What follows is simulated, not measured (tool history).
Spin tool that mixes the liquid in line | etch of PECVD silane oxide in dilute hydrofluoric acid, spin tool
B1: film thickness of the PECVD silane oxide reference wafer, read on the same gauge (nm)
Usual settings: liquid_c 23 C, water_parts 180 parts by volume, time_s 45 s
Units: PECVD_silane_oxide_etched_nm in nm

{"run": 1, "hour": 0.0, "liquid_c": 23, "water_parts": 180, "time_s": 45, "B1": 59.97, "PECVD_silane_oxide_etched_nm": 8.64}
{"run": 2, "hour": 92.4, "liquid_c": 23, "water_parts": 180, "time_s": 45, "B1": 59.96, "PECVD_silane_oxide_etched_nm": 8.65}
{"hour": 163.0, "done": "thermometer replaced"}
{"run": 3, "hour": 167.9, "liquid_c": 23, "water_parts": 180, "time_s": 45, "B1": 59.98, "PECVD_silane_oxide_etched_nm": 7.69}
{"run": 4, "hour": 211.7, "liquid_c": 23, "water_parts": 180, "time_s": 45, "B1": 60.02, "PECVD_silane_oxide_etched_nm": 7.82}
{"run": 5, "hour": 272.1, "liquid_c": 23, "water_parts": 180, "time_s": 45, "B1": 59.98, "PECVD_silane_oxide_etched_nm": 7.82}
{"run": 6, "hour": 361.5, "liquid_c": 23, "water_parts": 180, "time_s": 45, "B1": 59.99, "PECVD_silane_oxide_etched_nm": 7.67}
{"run": 7, "hour": 558.9, "liquid_c": 23, "water_parts": 180, "time_s": 45, "B1": 60.06, "PECVD_silane_oxide_etched_nm": 7.68}
{"run": 8, "hour": 663.1, "liquid_c": 23, "water_parts": 180, "time_s": 45, "B1": 59.95, "PECVD_silane_oxide_etched_nm": 7.53}
{"run": 9, "hour": 705.1, "liquid_c": 23, "water_parts": 180, "time_s": 45, "B1": 60.01, "PECVD_silane_oxide_etched_nm": 7.58}
{"hour": 750.7, "done": "hydrofluoric acid flow meter replaced"}
{"run": 10, "hour": 771.8, "liquid_c": 18.5, "water_parts": 155, "time_s": 35, "B1": 59.99, "PECVD_silane_oxide_etched_nm": 6.39}
{"run": 11, "hour": 817.9, "liquid_c": 28, "water_parts": 130, "time_s": 25, "B1": 60.02, "PECVD_silane_oxide_etched_nm": 7.98}
{"run": 12, "hour": 884.5, "liquid_c": 23, "water_parts": 100, "time_s": 65, "B1": 59.98, "PECVD_silane_oxide_etched_nm": 23.5}
{"run": 13, "hour": 991.4, "liquid_c": 23, "water_parts": 90, "time_s": 65, "B1": 59.99, "PECVD_silane_oxide_etched_nm": 26.22}
{"run": 14, "hour": 1029.3, "liquid_c": 23, "water_parts": 180, "time_s": 35, "B1": 59.99, "PECVD_silane_oxide_etched_nm": 6.4}
{"run": 15, "hour": 1098.6, "liquid_c": 23, "water_parts": 180, "time_s": 45, "B1": 59.94, "PECVD_silane_oxide_etched_nm": 8.08}
{"run": 16, "hour": 1166.0, "liquid_c": 23, "water_parts": 180, "time_s": 45, "B1": 60.04, "PECVD_silane_oxide_etched_nm": 8.12}
{"hour": 1384.6, "done": "gauge calibrated"}
{"run": 17, "hour": 1450.5, "liquid_c": 23, "water_parts": 180, "time_s": 20, "B1": 59.99, "PECVD_silane_oxide_etched_nm": 3.51}
{"run": 18, "hour": 1556.3, "liquid_c": 23, "water_parts": 180, "time_s": 45, "B1": 59.97, "PECVD_silane_oxide_etched_nm": 7.91}
{"run": 19, "hour": 1648.5, "liquid_c": 20, "water_parts": 210, "time_s": 40, "B1": 60.01, "PECVD_silane_oxide_etched_nm": 5.2}
{"run": 20, "hour": 1723.1, "liquid_c": 24.5, "water_parts": 95, "time_s": 65, "B1": 59.97, "PECVD_silane_oxide_etched_nm": 25.46}
{"run": 21, "hour": 1771.9, "liquid_c": 21, "water_parts": 180, "time_s": 45, "B1": 60.01, "PECVD_silane_oxide_etched_nm": 7.3}
{"hour": 1778.5, "done": "hydrofluoric acid flow meter replaced"}
{"run": 22, "hour": 1812.8, "liquid_c": 20.5, "water_parts": 270, "time_s": 65, "B1": 59.96, "PECVD_silane_oxide_etched_nm": 6.88}

Run 23 comes next. What will it give?
{"run": 23, "hour": 1879.3, "liquid_c": 28, "water_parts": 125, "time_s": 25, "B1": "?", "PECVD_silane_oxide_etched_nm": "?"}

B1: 60
PECVD_silane_oxide_etched_nm: 8.86 nm
Without the tool's hidden state the same run would have given PECVD_silane_oxide_etched_nm 8.41 nm.
